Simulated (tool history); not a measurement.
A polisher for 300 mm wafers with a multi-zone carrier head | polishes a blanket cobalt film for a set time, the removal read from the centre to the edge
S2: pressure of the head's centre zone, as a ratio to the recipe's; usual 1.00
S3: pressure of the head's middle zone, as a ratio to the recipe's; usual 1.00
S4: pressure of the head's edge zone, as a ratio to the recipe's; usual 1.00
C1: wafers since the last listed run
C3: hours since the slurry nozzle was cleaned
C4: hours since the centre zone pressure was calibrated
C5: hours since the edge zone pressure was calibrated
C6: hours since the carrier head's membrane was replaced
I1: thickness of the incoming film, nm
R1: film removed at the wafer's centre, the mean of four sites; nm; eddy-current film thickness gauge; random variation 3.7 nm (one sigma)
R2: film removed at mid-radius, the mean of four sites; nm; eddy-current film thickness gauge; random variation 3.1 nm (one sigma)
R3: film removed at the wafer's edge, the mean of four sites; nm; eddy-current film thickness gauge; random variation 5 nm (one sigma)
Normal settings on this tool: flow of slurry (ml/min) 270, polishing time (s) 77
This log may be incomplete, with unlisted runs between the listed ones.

{"run": 1, "hour": 0.0, "flow of slurry (ml/min)": 270, "S2": 1.0, "S3": 1.0, "S4": 1.0, "polishing time (s)": 77, "C1": 0, "wafers polished on this pad": 4929, "C3": 434.1, "C4": 730.3, "C5": 443.3, "C6": 404.8, "I1": 1128.8, "R1": 335.7, "R2": 356.9, "R3": 359.1}
{"run": 2, "hour": 41.5, "flow of slurry (ml/min)": 225, "S2": 1.0, "S3": 1.05, "S4": 1.08, "polishing time (s)": 56, "C1": 486, "wafers polished on this pad": 5416, "C3": 475.6, "C4": 771.8, "C5": 484.8, "C6": 446.3, "I1": 1130.1, "R1": 240.9, "R2": 263.4, "R3": 270.4}
{"hour": 129.5, "done": "centre zone pressure recalibrated"}
{"run": 3, "hour": 135.3, "flow of slurry (ml/min)": 270, "S2": 1.0, "S3": 1.08, "S4": 1.0, "polishing time (s)": 77, "C1": 1076, "wafers polished on this pad": 6492, "C3": 569.4, "C4": 5.8, "C5": 578.6, "C6": 540.1, "I1": 1123.0, "R1": 349.0, "R2": 375.1, "R3": 366.5}
{"hour": 165.8, "done": "slurry nozzle cleaned"}
{"run": 4, "hour": 190.5, "flow of slurry (ml/min)": 210, "S2": 1.0, "S3": 1.0, "S4": 0.89, "polishing time (s)": 63, "C1": 635, "wafers polished on this pad": 7127, "C3": 24.7, "C4": 61.0, "C5": 633.8, "C6": 595.3, "I1": 1144.0, "R1": 273.8, "R2": 280.7, "R3": 271.9}
{"run": 5, "hour": 273.2, "flow of slurry (ml/min)": 215, "S2": 1.0, "S3": 0.89, "S4": 0.94, "polishing time (s)": 99, "C1": 969, "wafers polished on this pad": 8096, "C3": 107.4, "C4": 143.7, "C5": 716.5, "C6": 678.0, "I1": 1125.0, "R1": 429.7, "R2": 402.3, "R3": 429.4}
{"hour": 315.9, "done": "worn pad replaced by a new one"}
{"hour": 320.7, "done": "edge zone pressure recalibrated"}
{"run": 6, "hour": 321.8, "flow of slurry (ml/min)": 270, "S2": 1.0, "S3": 1.04, "S4": 0.9, "polishing time (s)": 97, "C1": 499, "wafers polished on this pad": 46, "C3": 156.0, "C4": 192.3, "C5": 1.1, "C6": 726.6, "I1": 1106.5, "R1": 440.4, "R2": 461.9, "R3": 423.8}
{"run": 7, "hour": 420.9, "flow of slurry (ml/min)": 235, "S2": 1.0, "S3": 1.0, "S4": 1.0, "polishing time (s)": 77, "C1": 1161, "wafers polished on this pad": 1207, "C3": 255.1, "C4": 291.4, "C5": 100.2, "C6": 825.7, "I1": 1153.9, "R1": 341.8, "R2": 348.0, "R3": 352.9}
{"run": 8, "hour": 482.1, "flow of slurry (ml/min)": 270, "S2": 1.0, "S3": 1.0, "S4": 1.0, "polishing time (s)": 77, "C1": 717, "wafers polished on this pad": 1925, "C3": 316.3, "C4": 352.6, "C5": 161.4, "C6": 886.9, "I1": 1140.6, "R1": 350.8, "R2": 352.2, "R3": 353.6}
{"run": 9, "hour": 573.0, "flow of slurry (ml/min)": 295, "S2": 1.0, "S3": 1.0, "S4": 1.06, "polishing time (s)": 104, "C1": 1065, "wafers polished on this pad": 2990, "C3": 407.2, "C4": 443.5, "C5": 252.3, "C6": 977.8, "I1": 1149.3, "R1": 457.8, "R2": 478.1, "R3": 506.6}
{"run": 10, "hour": 670.3, "flow of slurry (ml/min)": 205, "S2": 1.0, "S3": 1.0, "S4": 1.0, "polishing time (s)": 100, "C1": 1140, "wafers polished on this pad": 4131, "C3": 504.5, "C4": 540.8, "C5": 349.6, "C6": 1075.1, "I1": 1137.3, "R1": 430.9, "R2": 437.8, "R3": 436.8}
{"run": 11, "hour": 709.8, "flow of slurry (ml/min)": 270, "S2": 1.0, "S3": 0.93, "S4": 1.0, "polishing time (s)": 77, "C1": 462, "wafers polished on this pad": 4594, "C3": 544.0, "C4": 580.3, "C5": 389.1, "C6": 1114.6, "I1": 1146.2, "R1": 342.0, "R2": 334.1, "R3": 349.9}
{"run": 12, "hour": 773.6, "flow of slurry (ml/min)": 270, "S2": 1.0, "S3": 0.92, "S4": 1.0, "polishing time (s)": 57, "C1": 747, "wafers polished on this pad": 5341, "C3": 607.8, "C4": 644.1, "C5": 452.9, "C6": 1178.4, "I1": 1147.2, "R1": 248.3, "R2": 246.3, "R3": 274.4}
{"hour": 801.5, "done": "carrier head's membrane replaced by a new one"}
{"run": 13, "hour": 860.1, "flow of slurry (ml/min)": 270, "S2": 1.0, "S3": 0.95, "S4": 1.0, "polishing time (s)": 94, "C1": 955, "wafers polished on this pad": 6297, "C3": 694.3, "C4": 730.6, "C5": 539.4, "C6": 58.6, "I1": 1141.2, "R1": 406.9, "R2": 414.9, "R3": 448.2}
{"hour": 894.1, "done": "slurry nozzle cleaned"}
{"hour": 897.6, "done": "centre zone pressure recalibrated"}
{"run": 14, "hour": 899.7, "flow of slurry (ml/min)": 270, "S2": 1.0, "S3": 0.91, "S4": 1.0, "polishing time (s)": 56, "C1": 429, "wafers polished on this pad": 6726, "C3": 5.6, "C4": 2.1, "C5": 579.0, "C6": 98.2, "I1": 1139.4, "R1": 261.0, "R2": 242.2, "R3": 254.3}
{"hour": 963.5, "done": "edge zone pressure recalibrated"}
{"run": 15, "hour": 968.3, "flow of slurry (ml/min)": 305, "S2": 1.04, "S3": 1.0, "S4": 1.11, "polishing time (s)": 55, "C1": 780, "wafers polished on this pad": 7506, "C3": 74.2, "C4": 70.7, "C5": 4.8, "C6": 166.8, "I1": 1147.6, "R1": 269.8, "R2": 255.9, "R3": 271.2}
{"run": 16, "hour": 1018.6, "flow of slurry (ml/min)": 270, "S2": 1.0, "S3": 1.0, "S4": 1.0, "polishing time (s)": 77, "C1": 589, "wafers polished on this pad": 8096, "C3": 124.5, "C4": 121.0, "C5": 55.1, "C6": 217.1, "I1": 1112.1, "R1": 355.3, "R2": 358.0, "R3": 356.8}
{"hour": 1045.7, "done": "worn pad replaced by a new one"}
{"run": 17, "hour": 1074.9, "flow of slurry (ml/min)": 195, "S2": 0.93, "S3": 1.06, "S4": 1.09, "polishing time (s)": 77, "C1": 613, "wafers polished on this pad": 342, "C3": 180.8, "C4": 177.3, "C5": 111.4, "C6": 273.4, "I1": 1111.0, "R1": 305.8, "R2": 352.2, "R3": 361.4}
{"run": 18, "hour": 1123.1, "flow of slurry (ml/min)": 270, "S2": 1.0, "S3": 1.0, "S4": 1.0, "polishing time (s)": 77, "C1": 564, "wafers polished on this pad": 907, "C3": 229.0, "C4": 225.5, "C5": 159.6, "C6": 321.6, "I1": 1139.0, "R1": 352.3, "R2": 352.5, "R3": 357.1}
{"run": 19, "hour": 1390.7, "flow of slurry (ml/min)": 270, "S2": 1.0, "S3": 1.0, "S4": 1.08, "polishing time (s)": 62, "C1": 3136, "wafers polished on this pad": 4044, "C3": 496.6, "C4": 493.1, "C5": 427.2, "C6": 589.2, "I1": 1131.8, "R1": 275.5, "R2": 284.3, "R3": 300.0}
{"hour": 1467.7, "done": "slurry nozzle cleaned"}
{"run": 20, "hour": 1494.4, "flow of slurry (ml/min)": 270, "S2": 1.0, "S3": 1.0, "S4": 1.0, "polishing time (s)": 77, "C1": 1203, "wafers polished on this pad": 5247, "C3": 26.7, "C4": 596.8, "C5": 530.9, "C6": 692.9, "I1": 1148.5, "R1": 336.1, "R2": 357.5, "R3": 358.6}
{"hour": 1550.4, "done": "edge zone pressure recalibrated"}
{"run": 21, "hour": 1565.3, "flow of slurry (ml/min)": 270, "S2": 1.0, "S3": 1.0, "S4": 1.0, "polishing time (s)": 77, "C1": 807, "wafers polished on this pad": 6055, "C3": 97.6, "C4": 667.7, "C5": 14.9, "C6": 763.8, "I1": 1141.3, "R1": 341.3, "R2": 352.9, "R3": 354.2}
{"run": 22, "hour": 1626.4, "flow of slurry (ml/min)": 270, "S2": 1.0, "S3": 1.0, "S4": 0.96, "polishing time (s)": 77, "C1": 716, "wafers polished on this pad": 6771, "C3": 158.7, "C4": 728.8, "C5": 76.0, "C6": 824.9, "I1": 1142.3, "R1": 336.0, "R2": 350.3, "R3": 360.2}
{"hour": 1670.1, "done": "centre zone pressure recalibrated"}
{"run": 23, "hour": 1718.8, "flow of slurry (ml/min)": 270, "S2": 1.0, "S3": 1.0, "S4": 1.0, "polishing time (s)": 77, "C1": 1059, "wafers polished on this pad": 7831, "C3": 251.1, "C4": 48.7, "C5": 168.4, "C6": 917.3, "I1": 1137.0, "R1": 354.9, "R2": 356.4, "R3": 362.4}

Branching from run 23: 3 alternative next runs. What would each branch give?
{"run": "A", "hour": 1719.2, "flow of slurry (ml/min)": 270, "S2": 1.0, "S3": 1.0, "S4": 1.0, "polishing time (s)": 77, "C1": 4, "wafers polished on this pad": 7836, "C3": 251.5, "C4": 49.1, "C5": 168.8, "C6": 917.7, "I1": 1135.7, "R1": "?", "R2": "?", "R3": "?"}
{"run": "B", "hour": 1719.2, "flow of slurry (ml/min)": 240, "S2": 1.0, "S3": 1.11, "S4": 1.0, "polishing time (s)": 55, "C1": 4, "wafers polished on this pad": 7836, "C3": 251.5, "C4": 49.1, "C5": 168.8, "C6": 917.7, "I1": 1135.7, "R1": "?", "R2": "?", "R3": "?"}
{"run": "C", "hour": 1719.2, "flow of slurry (ml/min)": 270, "S2": 1.1, "S3": 1.0, "S4": 1.03, "polishing time (s)": 77, "C1": 4, "wafers polished on this pad": 7836, "C3": 251.5, "C4": 49.1, "C5": 168.8, "C6": 917.7, "I1": 1135.7, "R1": "?", "R2": "?", "R3": "?"}

run=A R1=353.2 R2=354.0 R3=353.7
run=B R1=248.3 R2=269.3 R3=249.4
run=C R1=388.8 R2=353.8 R3=358.8
Take away the tool's hidden state, keep each run's random variation, and the runs would have read:
run=A R1=353.2 R2=354.0 R3=353.7
run=B R1=248.3 R2=269.3 R3=249.4
run=C R1=388.8 R2=353.8 R3=358.8
